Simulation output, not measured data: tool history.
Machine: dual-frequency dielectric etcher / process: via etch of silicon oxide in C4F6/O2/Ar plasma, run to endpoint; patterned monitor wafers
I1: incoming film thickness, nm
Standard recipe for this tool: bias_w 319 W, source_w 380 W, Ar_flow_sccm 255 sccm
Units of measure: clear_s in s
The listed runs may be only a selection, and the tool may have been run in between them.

{"run": 1, "hour": 0.0, "bias_w": 319, "source_w": 380, "Ar_flow_sccm": 255, "I1": 84.1, "clear_s": 21.1}
{"run": 2, "hour": 19.8, "bias_w": 319, "source_w": 380, "Ar_flow_sccm": 255, "I1": 83.6, "clear_s": 20.9}
{"run": 3, "hour": 51.2, "bias_w": 319, "source_w": 380, "Ar_flow_sccm": 255, "I1": 83, "clear_s": 20.7}
{"run": 4, "hour": 67.9, "bias_w": 319, "source_w": 380, "Ar_flow_sccm": 255, "I1": 83.5, "clear_s": 20.9}
{"run": 5, "hour": 86.7, "bias_w": 319, "source_w": 380, "Ar_flow_sccm": 255, "I1": 83, "clear_s": 20.7}
{"run": 6, "hour": 114.2, "bias_w": 319, "source_w": 430, "Ar_flow_sccm": 255, "I1": 83.7, "clear_s": 19.4}
{"run": 7, "hour": 141.3, "bias_w": 319, "source_w": 380, "Ar_flow_sccm": 255, "I1": 84, "clear_s": 20.9}
{"run": 8, "hour": 162.3, "bias_w": 319, "source_w": 380, "Ar_flow_sccm": 255, "I1": 83.5, "clear_s": 20.7}
{"hour": 239.3, "done": "source power generator calibrated"}
{"hour": 255.9, "done": "upper electrode replaced, of another model than before"}
{"run": 9, "hour": 256.4, "bias_w": 319, "source_w": 380, "Ar_flow_sccm": 255, "I1": 83, "clear_s": 20.3}
{"run": 10, "hour": 277.7, "bias_w": 319, "source_w": 380, "Ar_flow_sccm": 255, "I1": 83.3, "clear_s": 20.5}
{"run": 11, "hour": 300.7, "bias_w": 319, "source_w": 450, "Ar_flow_sccm": 255, "I1": 83.1, "clear_s": 18.2}
{"run": 12, "hour": 326.0, "bias_w": 319, "source_w": 350, "Ar_flow_sccm": 216, "I1": 83.4, "clear_s": 21.5}
{"run": 13, "hour": 359.9, "bias_w": 319, "source_w": 380, "Ar_flow_sccm": 255, "I1": 83.2, "clear_s": 20.4}
{"hour": 386.8, "done": "Ar flow controller replaced"}
{"run": 14, "hour": 390.7, "bias_w": 390, "source_w": 340, "Ar_flow_sccm": 295, "I1": 84.1, "clear_s": 20.6}
{"hour": 418.1, "done": "wet clean of the chamber"}
{"run": 15, "hour": 418.6, "bias_w": 319, "source_w": 330, "Ar_flow_sccm": 255, "I1": 83.5, "clear_s": 23.7}
{"run": 16, "hour": 433.9, "bias_w": 360, "source_w": 460, "Ar_flow_sccm": 196, "I1": 82.9, "clear_s": 16.6}
{"run": 17, "hour": 453.7, "bias_w": 245, "source_w": 380, "Ar_flow_sccm": 216, "I1": 83.4, "clear_s": 23.9}
{"run": 18, "hour": 485.8, "bias_w": 292, "source_w": 380, "Ar_flow_sccm": 299, "I1": 83.3, "clear_s": 22.3}
{"run": 19, "hour": 507.6, "bias_w": 319, "source_w": 380, "Ar_flow_sccm": 255, "I1": 82.7, "clear_s": 20.7}
{"hour": 525.4, "done": "bias power generator calibrated"}
{"run": 20, "hour": 537.7, "bias_w": 319, "source_w": 380, "Ar_flow_sccm": 308, "I1": 82.2, "clear_s": 21}
{"run": 21, "hour": 566.5, "bias_w": 319, "source_w": 440, "Ar_flow_sccm": 206, "I1": 83.3, "clear_s": 18.2}
{"run": 22, "hour": 595.0, "bias_w": 319, "source_w": 380, "Ar_flow_sccm": 228, "I1": 83.8, "clear_s": 20.7}
{"run": 23, "hour": 617.0, "bias_w": 355, "source_w": 410, "Ar_flow_sccm": 203, "I1": 83.4, "clear_s": 18.1}
{"run": 24, "hour": 634.7, "bias_w": 374, "source_w": 450, "Ar_flow_sccm": 287, "I1": 83.7, "clear_s": 17.1}
{"run": 25, "hour": 670.2, "bias_w": 319, "source_w": 380, "Ar_flow_sccm": 255, "I1": 83.4, "clear_s": 20.7}
{"run": 26, "hour": 698.8, "bias_w": 319, "source_w": 380, "Ar_flow_sccm": 255, "I1": 83.5, "clear_s": 20.7}
{"run": 27, "hour": 732.8, "bias_w": 265, "source_w": 380, "Ar_flow_sccm": 255, "I1": 83.1, "clear_s": 22.7}
{"run": 28, "hour": 752.2, "bias_w": 319, "source_w": 380, "Ar_flow_sccm": 291, "I1": 83.9, "clear_s": 21}
{"run": 29, "hour": 775.7, "bias_w": 319, "source_w": 380, "Ar_flow_sccm": 255, "I1": 84, "clear_s": 20.7}

List, for all runs, the conditions of the tool that the log does not record:
bias power that arrives over what is set, %: 0 in every run
source power that arrives over what is set, %: 0 in every run
Ar flow that arrives over what is set, %: 0 in every run
H1: etch rate over this chamber's usual, %
run=1 H1=0.246
run=2 H1=0.368
run=3 H1=0.561
run=4 H1=0.664
run=5 H1=0.78
run=6 H1=0.95
run=7 H1=1.12
run=8 H1=1.25
run=9 H1=1.83
run=10 H1=1.96
run=11 H1=2.1
run=12 H1=2.26
run=13 H1=2.47
run=14 H1=2.66
run=15 H1=-0.371
run=16 H1=-0.277
run=17 H1=-0.155
run=18 H1=0.0435
run=19 H1=0.178
run=20 H1=0.364
run=21 H1=0.541
run=22 H1=0.717
run=23 H1=0.853
run=24 H1=0.962
run=25 H1=1.18
run=26 H1=1.36
run=27 H1=1.57
run=28 H1=1.69
run=29 H1=1.83
